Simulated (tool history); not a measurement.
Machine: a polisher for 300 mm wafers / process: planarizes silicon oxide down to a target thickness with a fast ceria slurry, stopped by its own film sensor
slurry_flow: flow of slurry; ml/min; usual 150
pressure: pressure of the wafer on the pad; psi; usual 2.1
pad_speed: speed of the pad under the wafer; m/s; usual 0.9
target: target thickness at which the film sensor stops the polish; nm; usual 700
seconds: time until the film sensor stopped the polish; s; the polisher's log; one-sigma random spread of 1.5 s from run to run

run	hour	slurry_flow	pressure	pad_speed	target	incoming thickness of the incoming film, nm	seconds
1	0	150	2.3	0.9	903	1752.8	72.8
2	169.6	150	2.3	0.9	903	1781.6	74.7
3	198.7	150	2.1	0.9	700	1767.6	95.3
# hour 253.1: slurry nozzle cleaned
# hour 322.6: worn pad replaced by a new one
4	413.1	150	2.1	0.9	700	1780.5	105.1
# hour 491.1: head pressure recalibrated
5	604	150	1.8	0.9	700	1756.3	123
6	642.8	150	1.8	0.9	700	1772.5	131.1
# hour 690.1: worn pad replaced by a new one, repeated, since the last time left the tool worse
# hour 703: slurry nozzle cleaned
7	721.7	150	2.1	0.9	700	1783.4	95.5
8	768.7	150	2.1	0.9	700	1766.2	91.7
9	829.7	150	2.1	0.9	700	1767.8	95.4
10	860.6	150	2.1	0.9	700	1759.8	94.1
11	925.2	150	2.5	0.9	700	1731.9	82.8
# hour 987.7: worn pad replaced by a new one
12	996.2	165	1.8	0.9	700	1753.4	103.1
13	1057.3	150	1.5	0.9	888	1752.2	101.7
# hour 1061.7: head pressure recalibrated
14	1128	150	2.1	0.9	700	1763.1	96.6
15	1178.9	170	2.1	0.9	700	1761.8	95.3
# hour 1181.9: slurry nozzle cleaned
16	1244.8	150	2.1	1.16	700	1773.5	78
17	1277.1	150	2.4	0.9	454	1732.8	105.1
# hour 1297.2: worn pad replaced by a new one
18	1326.7	150	2.7	0.9	419	1755.7	96.9
19	1506.6	150	2.1	0.9	700	1752.1	97.4
20	1553.7	150	1.6	0.9	430	1769.7	150.3

4 ways to go on from here, each from the tool as it stands after run 20. What would each give?
A	1554.1	150	2.1	1.02	700	1738.8	?
B	1554.1	115	2.1	1	700	1738.8	?
C	1554.1	125	2.7	1.02	343	1738.8	?
D	1554.1	150	2.1	0.9	897	1738.8	?

run	seconds
A	83.1
B	87.8
C	92.4
D	76.3
Without the tool's hidden state the same runs would have given:
run	seconds
A	79.9
B	84.5
C	88.9
D	73.4

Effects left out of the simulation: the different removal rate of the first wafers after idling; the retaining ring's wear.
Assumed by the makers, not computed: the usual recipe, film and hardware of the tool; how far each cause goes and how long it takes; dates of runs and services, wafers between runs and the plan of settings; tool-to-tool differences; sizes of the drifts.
